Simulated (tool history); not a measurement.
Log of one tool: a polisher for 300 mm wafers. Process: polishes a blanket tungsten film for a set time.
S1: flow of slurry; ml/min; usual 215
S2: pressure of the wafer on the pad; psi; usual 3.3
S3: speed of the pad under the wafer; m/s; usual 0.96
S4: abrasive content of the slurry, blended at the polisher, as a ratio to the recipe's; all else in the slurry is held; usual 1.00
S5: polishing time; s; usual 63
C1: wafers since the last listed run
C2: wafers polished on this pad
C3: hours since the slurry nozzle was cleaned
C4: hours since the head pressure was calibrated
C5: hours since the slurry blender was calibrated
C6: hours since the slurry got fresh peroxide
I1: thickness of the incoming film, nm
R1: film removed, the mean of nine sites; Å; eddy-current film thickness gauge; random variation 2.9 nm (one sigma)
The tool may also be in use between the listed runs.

| run | hour | S1 | S2 | S3 | S4 | S5 | C1 | C2 | C3 | C4 | C5 | C6 | I1 | R1 |
|---|---|---|---|---|---|---|---|---|---|---|---|---|---|---|
| 1 | 0.0 | 260 | 3.3 | 0.96 | 1.00 | 63 | 0 | 911 | 245.5 | 1029.5 | 53.9 | 168.4 | 857.0 | 2277 |
|  | 4.8 | worn pad replaced by a new one |
| 2 | 13.1 | 260 | 3.3 | 0.96 | 1.00 | 63 | 102 | 93 | 258.6 | 1042.6 | 67.0 | 181.5 | 877.6 | 2207 |
| 3 | 27.4 | 215 | 3.3 | 0.96 | 1.00 | 63 | 161 | 255 | 272.9 | 1056.9 | 81.3 | 195.8 | 863.9 | 2092 |
| 4 | 42.1 | 215 | 3.3 | 0.96 | 1.00 | 63 | 166 | 421 | 287.6 | 1071.6 | 96.0 | 210.5 | 879.8 | 2068 |
|  | 52.8 | slurry tank refilled with fresh slurry and peroxide |
| 5 | 53.7 | 215 | 3.3 | 0.96 | 1.00 | 63 | 119 | 540 | 299.2 | 1083.2 | 107.6 | 0.9 | 876.2 | 2337 |
| 6 | 60.3 | 215 | 3.3 | 0.96 | 1.00 | 51 | 74 | 615 | 305.8 | 1089.8 | 114.2 | 7.5 | 871.2 | 1880 |
| 7 | 67.2 | 215 | 3.3 | 0.96 | 1.00 | 51 | 77 | 693 | 312.7 | 1096.7 | 121.1 | 14.4 | 858.5 | 1892 |
|  | 77.7 | worn pad replaced by a new one |
| 8 | 83.8 | 215 | 3.3 | 0.96 | 1.00 | 51 | 142 | 68 | 329.3 | 1113.3 | 137.7 | 31.0 | 872.3 | 1913 |
| 9 | 96.1 | 215 | 3.3 | 0.96 | 1.00 | 63 | 138 | 207 | 341.6 | 1125.6 | 150.0 | 43.3 | 886.1 | 2295 |
| 10 | 106.4 | 215 | 3.3 | 0.96 | 1.00 | 63 | 116 | 324 | 351.9 | 1135.9 | 160.3 | 53.6 | 868.5 | 2322 |
| 11 | 121.1 | 215 | 3.3 | 0.96 | 1.00 | 63 | 166 | 490 | 366.6 | 1150.6 | 175.0 | 68.3 | 866.7 | 2215 |
| 12 | 137.1 | 215 | 3.3 | 1.20 | 1.00 | 41 | 180 | 670 | 382.6 | 1166.6 | 191.0 | 84.3 | 867.7 | 1701 |
| 13 | 144.4 | 215 | 3.3 | 1.20 | 1.00 | 41 | 82 | 753 | 389.9 | 1173.9 | 198.3 | 91.6 | 882.5 | 1694 |
|  | 158.2 | head pressure recalibrated |
| 14 | 158.7 | 235 | 3.3 | 0.96 | 0.85 | 73 | 138 | 892 | 404.2 | 0.5 | 212.6 | 105.9 | 869.6 | 2533 |
|  | 165.0 | worn pad replaced by a new one |
| 15 | 174.3 | 215 | 2.8 | 1.22 | 1.00 | 52 | 131 | 105 | 419.8 | 16.1 | 228.2 | 121.5 | 860.5 | 1794 |
|  | 180.0 | slurry nozzle cleaned |
| 16 | 196.0 | 215 | 3.3 | 0.64 | 1.00 | 63 | 233 | 339 | 16.0 | 37.8 | 249.9 | 143.2 | 876.1 | 1609 |
| 17 | 205.9 | 260 | 2.3 | 0.96 | 0.80 | 83 | 111 | 451 | 25.9 | 47.7 | 259.8 | 153.1 | 871.7 | 1888 |
| 18 | 218.2 | 215 | 3.3 | 0.96 | 1.25 | 71 | 138 | 589 | 38.2 | 60.0 | 272.1 | 165.4 | 875.5 | 2409 |
| 19 | 227.7 | 250 | 3.8 | 0.74 | 1.20 | 63 | 107 | 697 | 47.7 | 69.5 | 281.6 | 174.9 | 860.4 | 2045 |
|  | 229.9 | slurry tank refilled with fresh slurry and peroxide |
| 20 | 234.6 | 215 | 4.2 | 0.80 | 1.00 | 63 | 66 | 763 | 54.6 | 76.4 | 288.5 | 4.7 | 868.3 | 2455 |
|  | 240.3 | worn pad replaced by a new one |
| 21 | 245.9 | 215 | 3.3 | 0.96 | 1.30 | 63 | 82 | 62 | 65.9 | 87.7 | 299.8 | 16.0 | 876.0 | 2235 |
|  | 249.3 | slurry blender recalibrated |
| 22 | 262.5 | 215 | 3.3 | 0.68 | 1.00 | 63 | 164 | 227 | 82.5 | 104.3 | 13.2 | 32.6 | 857.0 | 1911 |
| 23 | 277.5 | 250 | 2.1 | 0.96 | 0.70 | 63 | 169 | 397 | 97.5 | 119.3 | 28.2 | 47.6 | 869.2 | 1483 |
| 24 | 292.1 | 215 | 3.3 | 0.76 | 1.00 | 43 | 164 | 562 | 112.1 | 133.9 | 42.8 | 62.2 | 874.5 | 1346 |
| 25 | 306.9 | 215 | 3.3 | 0.96 | 1.00 | 63 | 167 | 729 | 126.9 | 148.7 | 57.6 | 77.0 | 869.6 | 2345 |
|  | 325.7 | worn pad replaced by a new one |
| 26 | 326.2 | 215 | 3.3 | 0.96 | 1.00 | 63 | 172 | 6 | 146.2 | 168.0 | 76.9 | 96.3 | 878.8 | 2271 |

5 ways to go on from here, each from the tool as it stands after run 26. What would each give?
| A | 326.6 | 215 | 3.3 | 0.96 | 1.00 | 63 | 4 | 10 | 146.6 | 168.4 | 77.3 | 96.7 | 866.5 | ? |
| B | 326.6 | 215 | 2.9 | 0.96 | 0.90 | 63 | 4 | 10 | 146.6 | 168.4 | 77.3 | 96.7 | 866.5 | ? |
| C | 326.6 | 145 | 3.3 | 0.74 | 0.70 | 79 | 4 | 10 | 146.6 | 168.4 | 77.3 | 96.7 | 866.5 | ? |
| D | 326.6 | 265 | 3.3 | 0.96 | 1.00 | 63 | 4 | 10 | 146.6 | 168.4 | 77.3 | 96.7 | 866.5 | ? |
| E | 326.6 | 215 | 3.9 | 0.96 | 1.00 | 63 | 4 | 10 | 146.6 | 168.4 | 77.3 | 96.7 | 866.5 | ? |

| run | R1 |
|---|---|
| A | 2272 |
| B | 1968 |
| C | 2136 |
| D | 2329 |
| E | 2678 |
Without the tool's hidden state the same runs would have given:
| run | R1 |
|---|---|
| A | 2349 |
| B | 2034 |
| C | 2207 |
| D | 2408 |
| E | 2769 |
